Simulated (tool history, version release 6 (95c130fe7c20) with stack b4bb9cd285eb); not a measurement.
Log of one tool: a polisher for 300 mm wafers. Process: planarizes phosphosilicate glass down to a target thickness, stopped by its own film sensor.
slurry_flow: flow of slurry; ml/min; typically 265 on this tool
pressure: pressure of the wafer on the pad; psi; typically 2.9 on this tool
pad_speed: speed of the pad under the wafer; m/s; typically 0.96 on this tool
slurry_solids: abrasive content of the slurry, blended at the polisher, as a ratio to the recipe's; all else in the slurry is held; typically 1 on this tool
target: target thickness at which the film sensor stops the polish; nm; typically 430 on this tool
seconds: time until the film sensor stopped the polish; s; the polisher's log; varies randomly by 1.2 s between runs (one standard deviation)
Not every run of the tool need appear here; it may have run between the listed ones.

run	hour	slurry_flow	pressure	pad_speed	slurry_solids	target	wafers since the last listed run	wafers polished on this pad	hours since the slurry nozzle was cleaned	hours since the head pressure was calibrated	hours since the slurry blender was calibrated	hours since the conditioning disc was replaced	incoming thickness of the incoming film, nm	seconds
1	0	265	2.9	0.96	1	430	0	295	630.5	537	119.8	335.6	1085	91.6
2	16.6	265	2.9	0.96	1	430	162	458	647.1	553.6	136.4	352.2	1101.1	93.1
3	24.6	265	2.9	0.96	1	430	78	536	655.1	561.6	144.4	360.2	1089.4	93.3
4	39.2	265	2.9	0.96	1	279	142	679	669.7	576.2	159	374.8	1110.9	115.8
5	54.2	265	2.9	0.96	1	279	146	826	684.7	591.2	174	389.8	1092.5	119.7
6	61.1	265	2.9	0.72	1	430	67	893	691.6	598.1	180.9	396.7	1096.8	122.7
# hour 64.7: slurry nozzle cleaned
7	83.1	265	2.9	0.96	1	430	205	1099	18.4	620.1	202.9	418.7	1090	96
8	97.1	265	2.9	0.96	1.25	430	137	1236	32.4	634.1	216.9	432.7	1093.6	90
# hour 106.5: worn pad replaced by a new one
# hour 107.4: slurry blender recalibrated
9	107.9	265	2.9	1.16	0.85	650	58	5	43.2	644.9	0.5	443.5	1082.5	54.8
# hour 115.7: head pressure recalibrated
10	116.2	265	2.9	0.76	1	203	61	66	51.5	0.5	8.8	451.8	1104.3	150.2
11	121.5	265	2.9	0.78	1	430	51	118	56.8	5.8	14.1	457.1	1086.2	107.3
# hour 132.7: conditioning disc replaced and pad reconditioned
12	133.2	325	2.9	1.12	1	361	95	213	68.5	17.5	25.8	0.5	1083.6	87.1
13	142.5	265	2.9	0.96	1	430	91	304	77.8	26.8	35.1	9.8	1087	91.2
14	148.9	265	2	0.74	0.8	371	62	367	84.2	33.2	41.5	16.2	1102	199.4

Run 15, settings as shown, results not yet in. Your forecast:
15	160.6	265	2.5	1.06	1	430	114	482	95.9	44.9	53.2	27.9	1093.4	?

Logged for run 15: seconds 97.2 s.
On a tool with no hidden condition, and with the same random variation, this run would have come out at seconds 96 s.
